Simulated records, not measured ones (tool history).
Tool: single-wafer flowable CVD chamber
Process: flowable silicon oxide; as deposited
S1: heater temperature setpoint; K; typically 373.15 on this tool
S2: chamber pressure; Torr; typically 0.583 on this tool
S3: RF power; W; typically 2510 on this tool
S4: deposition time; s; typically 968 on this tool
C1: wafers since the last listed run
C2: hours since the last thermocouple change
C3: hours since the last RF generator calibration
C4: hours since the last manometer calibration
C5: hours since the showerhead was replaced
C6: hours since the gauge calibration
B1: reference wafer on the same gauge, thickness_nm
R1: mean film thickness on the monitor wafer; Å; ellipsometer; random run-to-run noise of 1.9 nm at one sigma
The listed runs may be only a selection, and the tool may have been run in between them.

run 1 hour=0.0 | S1=373.15 S2=0.583 S3=2285 S4=968 | C1=0 C2=1073.6 C3=54.3 C4=2249.5 C5=7294.4 C6=321.6 | B1=352.965 | R1=4019.65
run 2 hour=39.3 | S1=373.15 S2=0.583 S3=2510 S4=968 | C1=112 C2=1112.9 C3=93.6 C4=2288.8 C5=7333.7 C6=360.9 | B1=353.043 | R1=4088.95
run 3 hour=148.2 | S1=373.15 S2=0.583 S3=2510 S4=968 | C1=311 C2=1221.8 C3=202.5 C4=2397.7 C5=7442.6 C6=469.8 | B1=352.872 | R1=4073.22
run 4 hour=184.2 | S1=373.15 S2=0.583 S3=2510 S4=968 | C1=103 C2=1257.8 C3=238.5 C4=2433.7 C5=7478.6 C6=505.8 | B1=353.389 | R1=4043.46
run 5 hour=208.9 | S1=373.15 S2=0.583 S3=2510 S4=968 | C1=70 C2=1282.5 C3=263.2 C4=2458.4 C5=7503.3 C6=530.5 | B1=352.854 | R1=4054.11
run 6 hour=239.0 | S1=373.15 S2=0.583 S3=2510 S4=968 | C1=86 C2=1312.6 C3=293.3 C4=2488.5 C5=7533.4 C6=560.6 | B1=353.024 | R1=4039.83
run 7 hour=270.7 | S1=359.15 S2=0.473 S3=2510 S4=968 | C1=90 C2=1344.3 C3=325.0 C4=2520.2 C5=7565.1 C6=592.3 | B1=352.915 | R1=5112.94
-- hour=405.6 thermocouple changed; heater temperature recalibrated
run 8 hour=440.4 | S1=377.15 S2=0.583 S3=2510 S4=968 | C1=463 C2=34.8 C3=494.7 C4=2689.9 C5=7734.8 C6=762.0 | B1=353.013 | R1=3644.39
-- hour=455.1 showerhead replaced, of another model than before
run 9 hour=489.4 | S1=373.15 S2=0.583 S3=2510 S4=968 | C1=117 C2=83.8 C3=543.7 C4=2738.9 C5=34.3 C6=811.0 | B1=352.697 | R1=4106.57
-- hour=525.5 capacitance manometer re-zeroed and calibrated
run 10 hour=554.9 | S1=362.15 S2=0.583 S3=2510 S4=801 | C1=164 C2=149.3 C3=609.2 C4=29.4 C5=99.8 C6=876.5 | B1=352.894 | R1=4802.14
run 11 hour=610.2 | S1=368.15 S2=0.542 S3=2775 S4=860 | C1=158 C2=204.6 C3=664.5 C4=84.7 C5=155.1 C6=931.8 | B1=353.324 | R1=4049.12
run 12 hour=669.1 | S1=373.15 S2=0.583 S3=2510 S4=968 | C1=168 C2=263.5 C3=723.4 C4=143.6 C5=214.0 C6=990.7 | B1=353.391 | R1=4127.82
run 13 hour=721.4 | S1=361.15 S2=0.583 S3=2510 S4=968 | C1=149 C2=315.8 C3=775.7 C4=195.9 C5=266.3 C6=1043.0 | B1=353.039 | R1=5980.12
run 14 hour=773.3 | S1=373.15 S2=0.583 S3=2510 S4=968 | C1=148 C2=367.7 C3=827.6 C4=247.8 C5=318.2 C6=1094.9 | B1=353.059 | R1=4096.66
run 15 hour=798.7 | S1=367.15 S2=0.583 S3=2140 S4=968 | C1=72 C2=393.1 C3=853.0 C4=273.2 C5=343.6 C6=1120.3 | B1=353.112 | R1=4894.26
-- hour=809.0 gauge calibrated
run 16 hour=870.6 | S1=365.15 S2=0.583 S3=2295 S4=1161 | C1=205 C2=465.0 C3=924.9 C4=345.1 C5=415.5 C6=61.6 | B1=353.011 | R1=6246.26
-- hour=949.1 RF generator calibrated
run 17 hour=949.6 | S1=373.15 S2=0.583 S3=2510 S4=968 | C1=203 C2=544.0 C3=0.5 C4=424.1 C5=494.5 C6=140.6 | B1=353.044 | R1=4108.83
run 18 hour=993.5 | S1=361.15 S2=0.583 S3=2155 S4=968 | C1=125 C2=587.9 C3=44.4 C4=468.0 C5=538.4 C6=184.5 | B1=353.068 | R1=5917.55
run 19 hour=1039.7 | S1=364.15 S2=0.485 S3=2320 S4=1056 | C1=132 C2=634.1 C3=90.6 C4=514.2 C5=584.6 C6=230.7 | B1=353.308 | R1=5124.05
run 20 hour=1095.2 | S1=360.15 S2=0.484 S3=2215 S4=782 | C1=158 C2=689.6 C3=146.1 C4=569.7 C5=640.1 C6=286.2 | B1=352.946 | R1=4262.81
run 21 hour=1122.1 | S1=369.15 S2=0.583 S3=2510 S4=968 | C1=77 C2=716.5 C3=173.0 C4=596.6 C5=667.0 C6=313.1 | B1=352.880 | R1=4620.15
run 22 hour=1185.3 | S1=373.15 S2=0.707 S3=2510 S4=1126 | C1=180 C2=779.7 C3=236.2 C4=659.8 C5=730.2 C6=376.3 | B1=353.089 | R1=5531.89
run 23 hour=1224.6 | S1=362.15 S2=0.694 S3=2510 S4=1089 | C1=112 C2=819.0 C3=275.5 C4=699.1 C5=769.5 C6=415.6 | B1=352.914 | R1=7534.85
run 24 hour=1253.2 | S1=373.15 S2=0.583 S3=2510 S4=968 | C1=81 C2=847.6 C3=304.1 C4=727.7 C5=798.1 C6=444.2 | B1=353.104 | R1=4072.14
run 25 hour=1285.0 | S1=373.15 S2=0.493 S3=2510 S4=968 | C1=91 C2=879.4 C3=335.9 C4=759.5 C5=829.9 C6=476.0 | B1=353.217 | R1=3578.55
run 26 hour=1316.3 | S1=361.15 S2=0.646 S3=2510 S4=968 | C1=89 C2=910.7 C3=367.2 C4=790.8 C5=861.2 C6=507.3 | B1=353.131 | R1=6519.25
run 27 hour=1368.5 | S1=373.15 S2=0.583 S3=2920 S4=968 | C1=149 C2=962.9 C3=419.4 C4=843.0 C5=913.4 C6=559.5 | B1=352.630 | R1=4122.71

Forecast each of these 5 alternatives for the next run:
run A hour=1369.2 | S1=373.15 S2=0.583 S3=2510 S4=968 | C1=2 C2=963.6 C3=420.1 C4=843.7 C5=914.1 C6=560.2 | B1=? | R1=?
run B hour=1369.2 | S1=359.15 S2=0.628 S3=2510 S4=968 | C1=2 C2=963.6 C3=420.1 C4=843.7 C5=914.1 C6=560.2 | B1=? | R1=?
run C hour=1369.2 | S1=373.15 S2=0.583 S3=2130 S4=968 | C1=2 C2=963.6 C3=420.1 C4=843.7 C5=914.1 C6=560.2 | B1=? | R1=?
run D hour=1369.2 | S1=373.15 S2=0.627 S3=2510 S4=968 | C1=2 C2=963.6 C3=420.1 C4=843.7 C5=914.1 C6=560.2 | B1=? | R1=?
run E hour=1369.2 | S1=373.15 S2=0.507 S3=2510 S4=968 | C1=2 C2=963.6 C3=420.1 C4=843.7 C5=914.1 C6=560.2 | B1=? | R1=?

run=A B1=352.898 R1=4085.33
run=B B1=352.898 R1=6697.61
run=C B1=352.898 R1=4042.03
run=D B1=352.898 R1=4332.63
run=E B1=352.898 R1=3668.45
With the hidden condition removed and each run's random variation left untouched, the same runs would have given:
run=A R1=4161.65
run=B R1=6805.93
run=C R1=4117.54
run=D R1=4413.56
run=E R1=3736.98

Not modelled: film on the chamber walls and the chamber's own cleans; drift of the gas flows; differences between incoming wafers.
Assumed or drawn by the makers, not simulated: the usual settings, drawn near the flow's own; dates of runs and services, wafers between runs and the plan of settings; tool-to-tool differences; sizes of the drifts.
